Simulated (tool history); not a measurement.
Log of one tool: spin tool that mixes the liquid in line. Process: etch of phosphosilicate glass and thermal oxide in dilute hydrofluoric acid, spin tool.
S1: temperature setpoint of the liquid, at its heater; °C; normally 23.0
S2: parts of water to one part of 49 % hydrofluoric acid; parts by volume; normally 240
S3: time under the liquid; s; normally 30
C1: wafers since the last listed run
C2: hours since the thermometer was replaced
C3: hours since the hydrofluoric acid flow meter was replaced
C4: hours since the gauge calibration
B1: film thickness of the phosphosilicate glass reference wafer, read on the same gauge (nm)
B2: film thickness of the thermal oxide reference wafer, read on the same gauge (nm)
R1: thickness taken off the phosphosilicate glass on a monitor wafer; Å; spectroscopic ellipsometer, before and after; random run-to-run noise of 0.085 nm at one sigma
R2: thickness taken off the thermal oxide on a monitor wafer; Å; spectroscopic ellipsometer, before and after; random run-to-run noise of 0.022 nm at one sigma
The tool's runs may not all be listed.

{"run": 1, "hour": 0.0, "S1": 23.0, "S2": 190, "S3": 30, "C1": 0, "C2": 1784.1, "C3": 43.9, "C4": 24.1, "B1": 30.0, "B2": 129.982, "R1": 207.8, "R2": 6.3}
{"run": 2, "hour": 14.5, "S1": 23.0, "S2": 240, "S3": 30, "C1": 127, "C2": 1798.6, "C3": 58.4, "C4": 38.6, "B1": 30.02, "B2": 130.012, "R1": 155.1, "R2": 4.52}
{"hour": 56.0, "done": "thermometer replaced"}
{"run": 3, "hour": 66.6, "S1": 23.0, "S2": 240, "S3": 30, "C1": 450, "C2": 10.6, "C3": 110.5, "C4": 90.7, "B1": 30.02, "B2": 130.013, "R1": 145.0, "R2": 4.43}
{"run": 4, "hour": 76.3, "S1": 20.5, "S2": 240, "S3": 30, "C1": 85, "C2": 20.3, "C3": 120.2, "C4": 100.4, "B1": 30.05, "B2": 130.031, "R1": 132.8, "R2": 4.04}
{"run": 5, "hour": 90.9, "S1": 23.0, "S2": 240, "S3": 30, "C1": 128, "C2": 34.9, "C3": 134.8, "C4": 115.0, "B1": 30.03, "B2": 129.958, "R1": 143.5, "R2": 4.46}
{"run": 6, "hour": 99.2, "S1": 23.0, "S2": 240, "S3": 30, "C1": 73, "C2": 43.2, "C3": 143.1, "C4": 123.3, "B1": 29.98, "B2": 129.991, "R1": 145.2, "R2": 4.63}
{"run": 7, "hour": 110.3, "S1": 26.0, "S2": 305, "S3": 30, "C1": 97, "C2": 54.3, "C3": 154.2, "C4": 134.4, "B1": 30.03, "B2": 129.96, "R1": 119.2, "R2": 3.45}
{"run": 8, "hour": 123.1, "S1": 23.0, "S2": 240, "S3": 45, "C1": 112, "C2": 67.1, "C3": 167.0, "C4": 147.2, "B1": 30.01, "B2": 130.028, "R1": 217.0, "R2": 7.14}
{"run": 9, "hour": 129.6, "S1": 23.0, "S2": 240, "S3": 30, "C1": 57, "C2": 73.6, "C3": 173.5, "C4": 153.7, "B1": 29.97, "B2": 129.985, "R1": 143.4, "R2": 4.36}
{"run": 10, "hour": 144.2, "S1": 25.0, "S2": 150, "S3": 15, "C1": 128, "C2": 88.2, "C3": 188.1, "C4": 168.3, "B1": 30.04, "B2": 130.006, "R1": 137.0, "R2": 4.2}
{"run": 11, "hour": 154.8, "S1": 19.0, "S2": 240, "S3": 45, "C1": 93, "C2": 98.8, "C3": 198.7, "C4": 178.9, "B1": 30.01, "B2": 129.98, "R1": 185.2, "R2": 5.75}
{"run": 12, "hour": 168.2, "S1": 23.0, "S2": 240, "S3": 30, "C1": 118, "C2": 112.2, "C3": 212.1, "C4": 192.3, "B1": 29.99, "B2": 129.982, "R1": 144.6, "R2": 4.48}
{"run": 13, "hour": 185.9, "S1": 26.0, "S2": 240, "S3": 50, "C1": 156, "C2": 129.9, "C3": 229.8, "C4": 210.0, "B1": 29.98, "B2": 129.995, "R1": 266.9, "R2": 8.75}
{"run": 14, "hour": 192.2, "S1": 23.0, "S2": 240, "S3": 30, "C1": 55, "C2": 136.2, "C3": 236.1, "C4": 216.3, "B1": 29.99, "B2": 129.947, "R1": 143.3, "R2": 4.81}
{"run": 15, "hour": 199.3, "S1": 20.0, "S2": 240, "S3": 50, "C1": 62, "C2": 143.3, "C3": 243.2, "C4": 223.4, "B1": 30.01, "B2": 129.97, "R1": 215.5, "R2": 6.61}
{"run": 16, "hour": 207.4, "S1": 24.5, "S2": 240, "S3": 30, "C1": 71, "C2": 151.4, "C3": 251.3, "C4": 231.5, "B1": 29.98, "B2": 129.962, "R1": 151.3, "R2": 4.96}
{"run": 17, "hour": 214.6, "S1": 23.0, "S2": 335, "S3": 30, "C1": 63, "C2": 158.6, "C3": 258.5, "C4": 238.7, "B1": 29.99, "B2": 129.955, "R1": 94.5, "R2": 3.16}
{"run": 18, "hour": 229.2, "S1": 19.5, "S2": 180, "S3": 45, "C1": 128, "C2": 173.2, "C3": 273.1, "C4": 253.3, "B1": 30.0, "B2": 129.991, "R1": 268.2, "R2": 8.02}
{"run": 19, "hour": 236.4, "S1": 23.0, "S2": 205, "S3": 25, "C1": 63, "C2": 180.4, "C3": 280.3, "C4": 260.5, "B1": 30.01, "B2": 130.008, "R1": 146.3, "R2": 4.33}
{"run": 20, "hour": 254.6, "S1": 23.0, "S2": 240, "S3": 30, "C1": 160, "C2": 198.6, "C3": 298.5, "C4": 278.7, "B1": 30.0, "B2": 130.017, "R1": 143.6, "R2": 4.19}
{"run": 21, "hour": 269.1, "S1": 18.5, "S2": 295, "S3": 35, "C1": 127, "C2": 213.1, "C3": 313.0, "C4": 293.2, "B1": 30.02, "B2": 130.034, "R1": 108.4, "R2": 3.31}
{"run": 22, "hour": 285.7, "S1": 23.0, "S2": 155, "S3": 30, "C1": 146, "C2": 229.7, "C3": 329.6, "C4": 309.8, "B1": 30.03, "B2": 129.931, "R1": 243.5, "R2": 7.66}
{"run": 23, "hour": 297.1, "S1": 20.0, "S2": 290, "S3": 40, "C1": 100, "C2": 241.1, "C3": 341.0, "C4": 321.2, "B1": 29.97, "B2": 130.01, "R1": 136.0, "R2": 4.41}
{"run": 24, "hour": 306.6, "S1": 18.5, "S2": 240, "S3": 15, "C1": 83, "C2": 250.6, "C3": 350.5, "C4": 330.7, "B1": 29.97, "B2": 129.984, "R1": 61.0, "R2": 2.0}
{"run": 25, "hour": 313.9, "S1": 20.5, "S2": 280, "S3": 15, "C1": 64, "C2": 257.9, "C3": 357.8, "C4": 338.0, "B1": 30.0, "B2": 130.029, "R1": 53.9, "R2": 1.71}
{"run": 26, "hour": 330.0, "S1": 24.5, "S2": 145, "S3": 45, "C1": 141, "C2": 274.0, "C3": 373.9, "C4": 354.1, "B1": 29.99, "B2": 129.996, "R1": 422.4, "R2": 13.36}

Branching from run 26: 4 alternative next runs. What would each branch give?
{"run": "A", "hour": 330.4, "S1": 23.0, "S2": 240, "S3": 30, "C1": 3, "C2": 274.4, "C3": 374.3, "C4": 354.5, "B1": "?", "B2": "?", "R1": "?", "R2": "?"}
{"run": "B", "hour": 330.4, "S1": 27.5, "S2": 170, "S3": 45, "C1": 3, "C2": 274.4, "C3": 374.3, "C4": 354.5, "B1": "?", "B2": "?", "R1": "?", "R2": "?"}
{"run": "C", "hour": 330.4, "S1": 19.5, "S2": 240, "S3": 50, "C1": 3, "C2": 274.4, "C3": 374.3, "C4": 354.5, "B1": "?", "B2": "?", "R1": "?", "R2": "?"}
{"run": "D", "hour": 330.4, "S1": 21.5, "S2": 175, "S3": 50, "C1": 3, "C2": 274.4, "C3": 374.3, "C4": 354.5, "B1": "?", "B2": "?", "R1": "?", "R2": "?"}

run=A B1=29.99 B2=130.018 R1=143.2 R2=4.29
run=B B1=29.99 B2=130.018 R1=386.2 R2=11.56
run=C B1=29.99 B2=130.018 R1=209.9 R2=6.28
run=D B1=29.99 B2=130.018 R1=331.9 R2=9.93
Stripped of hidden state, with their random variation kept, the same runs would have yielded:
run=A R1=143.6 R2=4.30
run=B R1=386.9 R2=11.58
run=C R1=210.1 R2=6.29
run=D R1=331.7 R2=9.93
